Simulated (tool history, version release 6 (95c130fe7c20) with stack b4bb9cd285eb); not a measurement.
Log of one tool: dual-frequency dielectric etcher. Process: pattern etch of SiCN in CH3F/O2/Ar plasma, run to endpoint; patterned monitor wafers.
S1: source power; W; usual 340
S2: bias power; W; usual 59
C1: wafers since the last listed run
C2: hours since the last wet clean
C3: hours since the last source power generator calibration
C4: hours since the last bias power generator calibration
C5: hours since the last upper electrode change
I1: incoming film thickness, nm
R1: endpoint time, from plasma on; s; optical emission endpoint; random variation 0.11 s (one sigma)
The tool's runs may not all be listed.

Run 1, hour 0: usual settings but S2 50 W; C1 0; C2 24; C3 1120.8; C4 2739.4; C5 1269.7; I1 9.76. Result: R1 32.6 s.
Run 2, hour 292.9: usual settings but S1 320 W; C1 5243; C2 316.9; C3 1413.7; C4 3032.3; C5 1562.6; I1 9.72. Result: R1 29.9 s.
Run 3, hour 365.3: usual settings but S2 65 W; C1 1296; C2 389.3; C3 1486.1; C4 3104.7; C5 1635; I1 9.89. Result: R1 28.7 s.
Run 4, hour 410.1: usual settings but S2 65 W; C1 801; C2 434.1; C3 1530.9; C4 3149.5; C5 1679.8; I1 9.86. Result: R1 28.3 s.
Run 5, hour 515.4: usual settings but S2 65 W; C1 1884; C2 539.4; C3 1636.2; C4 3254.8; C5 1785.1; I1 9.81. Result: R1 28.2 s.
At hour 554.6: wet clean of the chamber.
At hour 814.2: upper electrode replaced.
Run 6, hour 838.7: usual settings; C1 4928; C2 284.1; C3 1959.5; C4 3578.1; C5 24.5; I1 9.85. Result: R1 31.2 s.
At hour 877.9: wet clean of the chamber, repeated, since the last time left the tool worse.
Run 7, hour 881: usual settings; C1 327; C2 3.1; C3 2001.8; C4 3620.4; C5 66.8; I1 9.79. Result: R1 30.2 s.
At hour 925.5: source power generator calibrated.
At hour 931.8: bias power generator calibrated.
Run 8, hour 979.4: usual settings; C1 1618; C2 101.5; C3 53.9; C4 47.6; C5 165.2; I1 9.77. Result: R1 30 s.
Run 9, hour 1020.3: usual settings but S1 400 W, S2 50 W; C1 732; C2 142.4; C3 94.8; C4 88.5; C5 206.1; I1 9.76. Result: R1 30.6 s.
Run 10, hour 1123.3: usual settings but S1 380 W, S2 45 W; C1 1843; C2 245.4; C3 197.8; C4 191.5; C5 309.1; I1 9.76. Result: R1 32.7 s.
Run 11, hour 1178.5: usual settings but S1 280 W; C1 988; C2 300.6; C3 253; C4 246.7; C5 364.3; I1 9.73. Result: R1 31.1 s.
Run 12, hour 1271.9: usual settings but S2 65 W; C1 1671; C2 394; C3 346.4; C4 340.1; C5 457.7; I1 9.79. Result: R1 28.3 s.
Run 13, hour 1342.6: usual settings but S2 48 W; C1 1265; C2 464.7; C3 417.1; C4 410.8; C5 528.4; I1 9.72. Result: R1 32.5 s.
Run 14, hour 1431.5: usual settings; C1 1591; C2 553.6; C3 506; C4 499.7; C5 617.3; I1 9.79. Result: R1 29.6 s.
At hour 1513.9: wet clean of the chamber.
Run 15, hour 1514.4: usual settings but S1 410 W, S2 55 W; C1 1054; C2 0.5; C3 588.9; C4 582.6; C5 700.2; I1 9.85. Result: R1 29.6 s.
Run 16, hour 1539.1: usual settings; C1 442; C2 25.2; C3 613.6; C4 607.3; C5 724.9; I1 9.93. Result: R1 30.3 s.

Forecast each of these 5 alternatives for the next run:
Run A, hour 1539.5: usual settings but S1 380 W; C1 7; C2 25.6; C3 614; C4 607.7; C5 725.3; I1 9.83. Result: R1 ?.
Run B, hour 1539.5: usual settings but S1 300 W, S2 71 W; C1 7; C2 25.6; C3 614; C4 607.7; C5 725.3; I1 9.83. Result: R1 ?.
Run C, hour 1539.5: usual settings but S1 290 W; C1 7; C2 25.6; C3 614; C4 607.7; C5 725.3; I1 9.83. Result: R1 ?.
Run D, hour 1539.5: usual settings but S1 320 W, S2 72 W; C1 7; C2 25.6; C3 614; C4 607.7; C5 725.3; I1 9.83. Result: R1 ?.
Run E, hour 1539.5: usual settings but S1 410 W; C1 7; C2 25.6; C3 614; C4 607.7; C5 725.3; I1 9.83. Result: R1 ?.

run    R1
  A  29.2
  B  28.7
  C  31.5
  D    28
  E  28.5
Without the tool's hidden state the same runs would have given:
run    R1
  A  29.4
  B  28.9
  C  31.8
  D  28.2
  E  28.8

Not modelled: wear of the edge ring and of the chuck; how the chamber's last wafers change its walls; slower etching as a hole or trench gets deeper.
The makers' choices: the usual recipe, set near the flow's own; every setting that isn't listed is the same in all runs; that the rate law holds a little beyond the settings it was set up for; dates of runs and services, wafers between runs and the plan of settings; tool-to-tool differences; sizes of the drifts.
